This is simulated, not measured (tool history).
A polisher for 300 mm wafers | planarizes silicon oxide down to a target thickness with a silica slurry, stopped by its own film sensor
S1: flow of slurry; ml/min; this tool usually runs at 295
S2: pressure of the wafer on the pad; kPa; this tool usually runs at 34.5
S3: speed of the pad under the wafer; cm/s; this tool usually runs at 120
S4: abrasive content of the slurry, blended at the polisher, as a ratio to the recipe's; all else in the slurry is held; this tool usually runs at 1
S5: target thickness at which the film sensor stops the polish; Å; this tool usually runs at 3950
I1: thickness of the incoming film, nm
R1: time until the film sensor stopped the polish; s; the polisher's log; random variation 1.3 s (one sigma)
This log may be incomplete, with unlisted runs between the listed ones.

run	hour	S1	S2	S3	S4	S5	I1	R1
1	0	295	34.5	120	1	3950	872.2	132.9
# hour 24.2: worn pad replaced by a new one
2	35.8	295	34.5	120	1	3950	855	117.3
3	47.9	295	34.5	120	1	3950	862.2	122
# hour 55.6: slurry nozzle cleaned
4	61.8	295	34.5	120	1	3950	864.8	122.3
5	76.4	295	34.5	120	1	3950	866.7	122.7
6	89.1	295	34.5	120	1	3950	876.1	129.8
7	102.1	295	34.5	120	1	3950	866.1	128.5
# hour 114.5: worn pad replaced by a new one
8	115	295	34.5	120	1	3950	868.1	118.9
9	129.7	295	45.5	120	1	3950	849.1	84.9
10	141.8	295	34.5	120	1	3950	863.1	119.3
11	152.2	295	34.5	120	0.75	3950	859.9	140.1
# hour 158.8: head pressure recalibrated
12	168.2	200	40.7	120	1	3950	861.4	111.5
# hour 173.1: slurry blender recalibrated
# hour 173.6: conditioning disc replaced and pad reconditioned
13	178.4	295	34.5	120	1.3	3950	839.8	109.5
14	193.2	295	34.5	80	1	4520	864.1	162.2
15	200.4	295	45.5	120	1	3950	867.6	101.3
16	209.5	360	34.5	120	1.2	3950	844.6	116.9
# hour 221.1: worn pad replaced by a new one
17	221.6	230	34.5	120	1.25	2710	875.7	140.1
18	227.6	395	34.5	120	0.9	3950	851.9	117.5
19	264.2	295	34.5	120	1	2950	844.2	146.5
20	282	295	34.5	144	1.3	2710	864.6	128.8
21	290	245	34.5	120	1	2500	862.7	176.6
22	301.4	295	34.5	160	1	3950	867.3	107.2
23	307.6	295	34.5	120	1	3950	872	138.6
# hour 315.4: worn pad replaced by a new one
24	315.9	370	34.5	120	1	3950	863.4	115.7
25	331	295	34.5	110	1.3	5370	860.7	81.5

Measured minus without-hidden-state, run by run (identical run-to-run variation in each term; gauge scatter may differ):
Unlogged tool condition in this case: removal rate lost through wear of the pad, %; slurry flow missing at the pad, %; deviation of the head's pressure from its setpoint, %; abrasive missing from the slurry, %; time polished since the conditioner stopped cutting, s.
run	R1
1	+18.4
2	+6.5
3	+8.9
4	+6.8
5	+9.8
6	+13
7	+15.5
8	+1.7
9	+3.2
10	+6.7
11	+10.1
12	+11.6
13	+12.3
14	+21.9
15	+14.8
16	+18.3
17	+5
18	+4
19	+13.7
20	+15.3
21	+23.9
22	+15.8
23	+21.7
24	+5.3
25	+5.9

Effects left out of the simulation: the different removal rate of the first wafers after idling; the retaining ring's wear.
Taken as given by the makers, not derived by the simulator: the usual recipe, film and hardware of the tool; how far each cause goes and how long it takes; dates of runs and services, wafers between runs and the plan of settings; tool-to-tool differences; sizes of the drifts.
